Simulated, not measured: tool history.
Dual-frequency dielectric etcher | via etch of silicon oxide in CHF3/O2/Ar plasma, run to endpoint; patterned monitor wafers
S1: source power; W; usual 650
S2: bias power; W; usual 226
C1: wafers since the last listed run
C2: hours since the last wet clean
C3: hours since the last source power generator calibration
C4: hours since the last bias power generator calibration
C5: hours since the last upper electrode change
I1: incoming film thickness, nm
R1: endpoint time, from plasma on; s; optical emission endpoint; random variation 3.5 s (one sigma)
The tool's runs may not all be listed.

run	day	S1	S2	C1	C2	C3	C4	C5	I1	R1
1	0.000	650	226	0	102.4	2667.6	3817.0	1334.9	843.1	435.5
2	1.683	650	226	166	142.8	2708.0	3857.4	1375.3	833.7	423.9
3	4.217	650	226	249	203.6	2768.8	3918.2	1436.1	844.3	441.3
4	8.808	650	205	452	313.8	2879.0	4028.4	1546.3	842.3	453.1
5	11.221	650	226	237	371.7	2936.9	4086.3	1604.2	839.3	444.1
# day 15.300: source power generator calibrated
6	16.383	620	226	492	495.6	26.0	4210.2	1728.1	833.0	449.5
7	20.154	620	226	371	586.1	116.5	4300.7	1818.6	839.6	457.6
# day 23.038: wet clean of the chamber
8	23.296	620	226	211	6.2	191.9	4376.1	1894.0	835.1	434.8
9	26.312	650	181	297	78.6	264.3	4448.5	1966.4	840.7	460.3
# day 28.229: bias power generator calibrated
10	28.250	710	261	174	125.1	310.8	0.5	2012.9	834.7	394.2
11	30.333	710	261	205	175.1	360.8	50.5	2062.9	831.8	402.1
12	32.625	710	261	226	230.1	415.8	105.5	2117.9	845.8	410.3
13	34.650	650	226	199	278.7	464.4	154.1	2166.5	842.8	441.5
14	37.600	650	226	290	349.5	535.2	224.9	2237.3	827.6	439.0
# day 39.417: upper electrode replaced, of another model than before
15	40.912	520	265	228	429.0	614.7	304.4	35.9	843.0	481.8
16	44.829	650	226	386	523.0	708.7	398.4	129.9	844.4	444.5
17	47.567	650	226	270	588.7	774.4	464.1	195.6	831.8	447.9
# day 49.517: wet clean of the chamber
18	51.067	770	198	246	37.2	858.4	548.1	279.6	834.7	403.6
19	54.621	600	198	350	122.5	943.7	633.4	364.9	837.3	477.8
20	57.867	770	226	320	200.4	1021.6	711.3	442.8	831.8	391.9
21	60.354	650	226	245	260.1	1081.3	771.0	502.5	831.7	433.0
22	63.792	650	185	339	342.6	1163.8	853.5	585.0	835.6	467.0
23	66.871	650	226	303	416.5	1237.7	927.4	658.9	837.4	444.4
24	69.762	780	246	285	485.9	1307.1	996.8	728.3	839.2	391.7

The next listed run, before its measurement:
25	71.758	650	226	196	533.8	1355.0	1044.7	776.2	833.3	?

R1: 437.7 s
Without the tool's hidden state the same run would have given R1 420.3 s.
